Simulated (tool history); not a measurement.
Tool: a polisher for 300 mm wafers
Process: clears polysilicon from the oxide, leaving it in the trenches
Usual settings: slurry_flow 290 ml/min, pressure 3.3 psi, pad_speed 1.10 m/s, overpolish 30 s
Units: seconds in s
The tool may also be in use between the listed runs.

| run | hour | slurry_flow | pressure | pad_speed | overpolish | incoming thickness of the incoming film, nm | seconds |
|---|---|---|---|---|---|---|---|
| 1 | 0.0 | 340 | 3.3 | 1.10 | 30 | 442.3 | 20.9 |
| 2 | 26.6 | 340 | 3.3 | 1.10 | 30 | 432.5 | 20.7 |
| 3 | 53.0 | 340 | 3.3 | 1.10 | 30 | 443.3 | 21.1 |
|  | 85.8 | slurry nozzle cleaned |
| 4 | 86.2 | 290 | 3.3 | 1.10 | 30 | 433.0 | 21.1 |
| 5 | 119.1 | 290 | 3.3 | 1.10 | 30 | 432.8 | 20.9 |
|  | 145.8 | worn pad replaced by a new one |
| 6 | 146.3 | 290 | 3.3 | 1.10 | 30 | 435.8 | 21.3 |
| 7 | 179.0 | 290 | 3.3 | 1.10 | 30 | 439.4 | 21.1 |
| 8 | 213.2 | 290 | 3.3 | 1.10 | 30 | 443.3 | 21.2 |
| 9 | 241.1 | 215 | 3.3 | 1.40 | 30 | 438.9 | 18.2 |
| 10 | 275.4 | 290 | 3.3 | 1.10 | 30 | 441.4 | 21.6 |
| 11 | 292.6 | 290 | 3.3 | 1.10 | 30 | 441.7 | 21.4 |
| 12 | 307.3 | 270 | 3.3 | 0.86 | 30 | 447.1 | 26.0 |
|  | 343.4 | worn pad replaced by a new one |
| 13 | 343.9 | 270 | 3.3 | 0.86 | 30 | 442.4 | 25.9 |
| 14 | 358.8 | 290 | 3.3 | 1.10 | 30 | 439.1 | 21.4 |
| 15 | 392.9 | 290 | 3.3 | 1.10 | 30 | 445.9 | 21.6 |
| 16 | 421.5 | 290 | 3.3 | 1.10 | 30 | 439.2 | 20.9 |
|  | 427.4 | slurry nozzle cleaned |
| 17 | 442.0 | 290 | 4.0 | 1.10 | 30 | 446.0 | 17.9 |
| 18 | 466.7 | 385 | 2.8 | 1.32 | 35 | 448.5 | 21.9 |
|  | 502.8 | worn pad replaced by a new one |
| 19 | 503.3 | 290 | 3.3 | 1.10 | 30 | 433.2 | 21.0 |
| 20 | 527.5 | 355 | 3.3 | 1.32 | 35 | 433.6 | 17.9 |
| 21 | 557.0 | 290 | 2.2 | 0.94 | 43 | 440.1 | 35.4 |
|  | 588.7 | head pressure recalibrated |
| 22 | 590.4 | 315 | 3.3 | 0.76 | 30 | 443.4 | 28.1 |
| 23 | 612.5 | 355 | 3.3 | 1.32 | 35 | 432.3 | 18.2 |
| 24 | 627.9 | 290 | 3.3 | 1.10 | 30 | 444.4 | 21.7 |
| 25 | 648.5 | 290 | 3.3 | 1.10 | 24 | 446.8 | 21.6 |
| 26 | 670.2 | 290 | 3.3 | 1.10 | 30 | 446.6 | 21.7 |
| 27 | 686.1 | 230 | 3.6 | 1.32 | 43 | 438.0 | 17.5 |
|  | 693.1 | worn pad replaced by a new one |
| 28 | 715.2 | 290 | 3.3 | 1.10 | 30 | 441.1 | 21.4 |
|  | 727.4 | slurry nozzle cleaned |
| 29 | 747.2 | 290 | 3.3 | 0.94 | 30 | 441.0 | 24.3 |
| 30 | 779.4 | 290 | 2.8 | 1.10 | 30 | 441.6 | 25.4 |
| 31 | 801.9 | 290 | 3.3 | 1.10 | 30 | 436.8 | 21.2 |
| 32 | 830.6 | 205 | 3.3 | 0.80 | 46 | 444.7 | 28.6 |
| 33 | 846.9 | 290 | 2.6 | 1.00 | 30 | 437.3 | 28.9 |
|  | 858.9 | worn pad replaced by a new one |
| 34 | 877.5 | 290 | 3.3 | 1.10 | 30 | 436.2 | 21.0 |

The tool's hidden state at each run:
removal rate lost through wear of the pad, %: 0 in every run
slurry flow missing at the pad, %: 0 in every run
deviation of the head's pressure from its setpoint, %: 0 in every run
